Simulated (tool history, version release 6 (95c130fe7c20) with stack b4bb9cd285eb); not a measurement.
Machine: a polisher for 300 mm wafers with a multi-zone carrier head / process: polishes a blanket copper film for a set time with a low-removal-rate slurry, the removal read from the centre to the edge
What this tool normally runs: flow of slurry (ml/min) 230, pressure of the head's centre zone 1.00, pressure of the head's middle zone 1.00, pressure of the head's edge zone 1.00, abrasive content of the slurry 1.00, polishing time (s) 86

| run | hour | flow of slurry (ml/min) | pressure of the head's centre zone | pressure of the head's middle zone | pressure of the head's edge zone | abrasive content of the slurry | polishing time (s) | wafers since the last listed run | wafers polished on this pad | hours since the slurry nozzle was cleaned | hours since the centre zone pressure was calibrated | hours since the edge zone pressure was calibrated | hours since the carrier head's membrane was replaced | incoming thickness of the incoming film, nm | film removed at the wafer's centre (Å) | film removed at mid-radius (Å) | film removed at the wafer's edge (Å) |
|---|---|---|---|---|---|---|---|---|---|---|---|---|---|---|---|---|---|
| 1 | 0.0 | 165 | 1.00 | 1.00 | 1.00 | 1.00 | 86 | 0 | 1004 | 690.1 | 963.3 | 975.9 | 1427.1 | 1433.2 | 2903 | 2933 | 2860 |
| 2 | 9.2 | 230 | 1.00 | 0.93 | 1.00 | 1.00 | 86 | 95 | 1100 | 699.3 | 972.5 | 985.1 | 1436.3 | 1421.8 | 3012 | 2863 | 2936 |
| 3 | 25.8 | 230 | 1.03 | 1.00 | 1.00 | 1.00 | 86 | 171 | 1271 | 715.9 | 989.1 | 1001.7 | 1452.9 | 1403.4 | 3070 | 3018 | 2903 |
|  | 32.9 | edge zone pressure recalibrated |
|  | 35.1 | worn pad replaced by a new one |
| 4 | 39.4 | 230 | 1.03 | 1.00 | 1.00 | 1.00 | 86 | 97 | 44 | 729.5 | 1002.7 | 6.5 | 1466.5 | 1448.4 | 3193 | 3071 | 3044 |
| 5 | 48.5 | 230 | 1.03 | 1.00 | 1.00 | 1.00 | 86 | 94 | 138 | 738.6 | 1011.8 | 15.6 | 1475.6 | 1423.0 | 3136 | 3131 | 3060 |
| 6 | 63.4 | 230 | 1.00 | 1.00 | 1.00 | 1.00 | 86 | 154 | 293 | 753.5 | 1026.7 | 30.5 | 1490.5 | 1411.3 | 3127 | 3078 | 3023 |
|  | 77.7 | carrier head's membrane replaced by a new one |
| 7 | 78.2 | 230 | 1.00 | 1.00 | 1.00 | 0.85 | 58 | 101 | 394 | 768.3 | 1041.5 | 45.3 | 0.5 | 1422.2 | 2059 | 2046 | 1981 |
| 8 | 87.0 | 230 | 1.00 | 1.00 | 1.05 | 0.85 | 61 | 91 | 485 | 777.1 | 1050.3 | 54.1 | 9.3 | 1435.1 | 2176 | 2148 | 2129 |
|  | 100.9 | centre zone pressure recalibrated |
| 9 | 102.3 | 295 | 1.05 | 1.00 | 0.89 | 1.25 | 86 | 137 | 623 | 792.4 | 1.4 | 69.4 | 24.6 | 1427.0 | 3383 | 3201 | 2941 |
| 10 | 116.5 | 230 | 1.00 | 1.00 | 0.92 | 1.25 | 86 | 146 | 770 | 806.6 | 15.6 | 83.6 | 38.8 | 1431.2 | 3025 | 3071 | 2903 |
| 11 | 123.7 | 230 | 1.06 | 0.96 | 1.00 | 0.85 | 86 | 74 | 844 | 813.8 | 22.8 | 90.8 | 46.0 | 1419.4 | 3129 | 2894 | 2914 |

Predict the results of run 12:
| 12 | 131.4 | 230 | 1.00 | 1.09 | 1.00 | 1.00 | 86 | 79 | 924 | 821.5 | 30.5 | 98.5 | 53.7 | 1432.7 | ? | ? | ? |

For run 12 the tool returned film removed at the wafer's centre (Å) 3017, film removed at mid-radius (Å) 3166, film removed at the wafer's edge (Å) 2895.
Minus the tool's unlogged condition, the same run would have read film removed at the wafer's centre (Å) 3210, film removed at mid-radius (Å) 3367, film removed at the wafer's edge (Å) 3079.
